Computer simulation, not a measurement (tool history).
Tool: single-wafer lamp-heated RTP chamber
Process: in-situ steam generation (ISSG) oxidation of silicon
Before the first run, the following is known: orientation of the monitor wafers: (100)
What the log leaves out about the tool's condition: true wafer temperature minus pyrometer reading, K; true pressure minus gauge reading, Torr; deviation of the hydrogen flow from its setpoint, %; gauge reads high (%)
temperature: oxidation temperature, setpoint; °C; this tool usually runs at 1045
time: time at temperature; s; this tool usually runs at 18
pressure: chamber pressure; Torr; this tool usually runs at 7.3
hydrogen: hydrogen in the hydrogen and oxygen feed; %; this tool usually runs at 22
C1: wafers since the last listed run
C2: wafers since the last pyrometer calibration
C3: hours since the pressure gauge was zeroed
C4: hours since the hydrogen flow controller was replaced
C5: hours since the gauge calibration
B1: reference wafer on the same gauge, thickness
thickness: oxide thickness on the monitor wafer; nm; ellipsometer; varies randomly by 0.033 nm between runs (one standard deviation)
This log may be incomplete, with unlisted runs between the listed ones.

Run 1, day 0: usual settings but temperature 1061 °C; C1 0; C2 1368; C3 1275.3; C4 1369.9; C5 1608; B1 5.967. Result: thickness 7.581 nm.
Run 2, day 2.646: usual settings but time 14 s; C1 500; C2 1868; C3 1338.8; C4 1433.4; C5 1671.5; B1 5.971. Result: thickness 6.155 nm.
Run 3, day 5.054: usual settings; C1 455; C2 2323; C3 1396.6; C4 1491.2; C5 1729.3; B1 5.972. Result: thickness 7.066 nm.
Run 4, day 7.558: usual settings; C1 473; C2 2797; C3 1456.7; C4 1551.3; C5 1789.4; B1 5.972. Result: thickness 6.985 nm.
Run 5, day 9.308: usual settings but hydrogen 27 %; C1 330; C2 3127; C3 1498.7; C4 1593.3; C5 1831.4; B1 5.967. Result: thickness 7.452 nm.
Run 6, day 11.896: usual settings but hydrogen 27 %; C1 489; C2 3617; C3 1560.8; C4 1655.4; C5 1893.5; B1 5.966. Result: thickness 7.444 nm.
At day 14.342: pyrometer window cleaned and pyrometer calibrated.
Run 7, day 14.362: usual settings; C1 403; C2 3; C3 1620; C4 1714.6; C5 1952.7; B1 5.965. Result: thickness 6.927 nm.
Run 8, day 15.433: usual settings; C1 202; C2 206; C3 1645.7; C4 1740.3; C5 1978.4; B1 5.967. Result: thickness 6.89 nm.
Run 9, day 17.788: usual settings; C1 445; C2 651; C3 1702.2; C4 1796.8; C5 2034.9; B1 5.973. Result: thickness 7.006 nm.
Run 10, day 19.446: usual settings but temperature 1062 °C, hydrogen 27 %; C1 313; C2 964; C3 1742; C4 1836.6; C5 2074.7; B1 5.979. Result: thickness 8.046 nm.
At day 22.325: pressure gauge zeroed.
Run 11, day 22.346: usual settings but temperature 1057 °C, time 23 s, pressure 6.9 Torr, hydrogen 16 %; C1 485; C2 1450; C3 0.5; C4 1906.2; C5 2144.3; B1 5.972. Result: thickness 7.855 nm.
Run 12, day 24.229: usual settings but temperature 1040 °C, time 22 s, pressure 7.8 Torr; C1 356; C2 1806; C3 45.7; C4 1951.4; C5 2189.5; B1 5.969. Result: thickness 7.519 nm.
Run 13, day 26.204: usual settings but temperature 1054 °C, hydrogen 13 %; C1 373; C2 2179; C3 93.1; C4 1998.8; C5 2236.9; B1 5.973. Result: thickness 6.502 nm.
Run 14, day 29.175: usual settings; C1 561; C2 2741; C3 164.4; C4 2070.1; C5 2308.2; B1 5.97. Result: thickness 6.976 nm.
Run 15, day 30.317: usual settings but temperature 1027 °C, time 24 s, hydrogen 18 %; C1 215; C2 2956; C3 191.8; C4 2097.5; C5 2335.6; B1 5.966. Result: thickness 7.154 nm.
Run 16, day 33.183: usual settings but temperature 1027 °C, time 12 s, hydrogen 18 %; C1 541; C2 3498; C3 260.6; C4 2166.3; C5 2404.4; B1 5.968. Result: thickness 5.049 nm.
At day 34.742: pyrometer window cleaned and pyrometer calibrated.
At day 35.512: hydrogen flow controller replaced.
Run 17, day 35.533: usual settings; C1 318; C2 86; C3 317; C4 0.5; C5 2460.8; B1 5.97. Result: thickness 6.952 nm.
Run 18, day 36.621: usual settings but temperature 1054 °C, hydrogen 13 %; C1 205; C2 292; C3 343.1; C4 26.6; C5 2486.9; B1 5.969. Result: thickness 6.388 nm.
Run 19, day 38.775: usual settings; C1 407; C2 699; C3 394.8; C4 78.3; C5 2538.6; B1 5.977. Result: thickness 6.91 nm.
Run 20, day 40.588: usual settings but temperature 1058 °C, time 25 s; C1 342; C2 1042; C3 438.3; C4 121.8; C5 2582.1; B1 5.972. Result: thickness 8.862 nm.
Run 21, day 42.679: usual settings but temperature 1033 °C; C1 395; C2 1437; C3 488.5; C4 172; C5 2632.3; B1 5.969. Result: thickness 6.543 nm.
At day 43.954: gauge calibrated.
Run 22, day 44.258: usual settings; C1 298; C2 1736; C3 526.4; C4 209.9; C5 7.3; B1 5.972. Result: thickness 6.926 nm.
Run 23, day 46.438: usual settings but pressure 6.9 Torr; C1 411; C2 2148; C3 578.7; C4 262.2; C5 59.6; B1 5.969. Result: thickness 6.958 nm.
Run 24, day 49.079: usual settings; C1 499; C2 2647; C3 642.1; C4 325.6; C5 123; B1 5.968. Result: thickness 7.017 nm.
Run 25, day 51.283: usual settings; C1 416; C2 3064; C3 695; C4 378.5; C5 175.9; B1 5.971. Result: thickness 7.086 nm.
Run 26, day 53.192: usual settings but temperature 1063 °C; C1 360; C2 3425; C3 740.8; C4 424.3; C5 221.7; B1 5.973. Result: thickness 7.871 nm.
Run 27, day 55.208: usual settings but pressure 8.7 Torr, hydrogen 30 %; C1 381; C2 3806; C3 789.2; C4 472.7; C5 270.1; B1 5.971. Result: thickness 7.643 nm.
Run 28, day 57.404: usual settings; C1 415; C2 4221; C3 841.9; C4 525.4; C5 322.8; B1 5.971. Result: thickness 7.257 nm.
At day 57.8: pyrometer window cleaned and pyrometer calibrated.
Run 29, day 59.979: usual settings but time 23 s; C1 423; C2 412; C3 903.7; C4 587.2; C5 384.6; B1 5.972. Result: thickness 7.814 nm.
Run 30, day 61.183: usual settings but temperature 1062 °C, time 15 s, pressure 6.9 Torr, hydrogen 31 %; C1 227; C2 639; C3 932.6; C4 616.1; C5 413.5; B1 5.972. Result: thickness 7.588 nm.
Run 31, day 62.492: usual settings but temperature 1030 °C, time 16 s, pressure 7.8 Torr; C1 247; C2 887; C3 964; C4 647.5; C5 444.9; B1 5.97. Result: thickness 6.078 nm.

The next listed run, before its measurement:
Run 32, day 64.108: usual settings; C1 305; C2 1192; C3 1002.8; C4 686.3; C5 483.7; B1 ?. Result: thickness ?.

B1: 5.965
thickness: 6.916 nm
Had the tool carried no hidden state, the very same run would have given thickness 6.89 nm.

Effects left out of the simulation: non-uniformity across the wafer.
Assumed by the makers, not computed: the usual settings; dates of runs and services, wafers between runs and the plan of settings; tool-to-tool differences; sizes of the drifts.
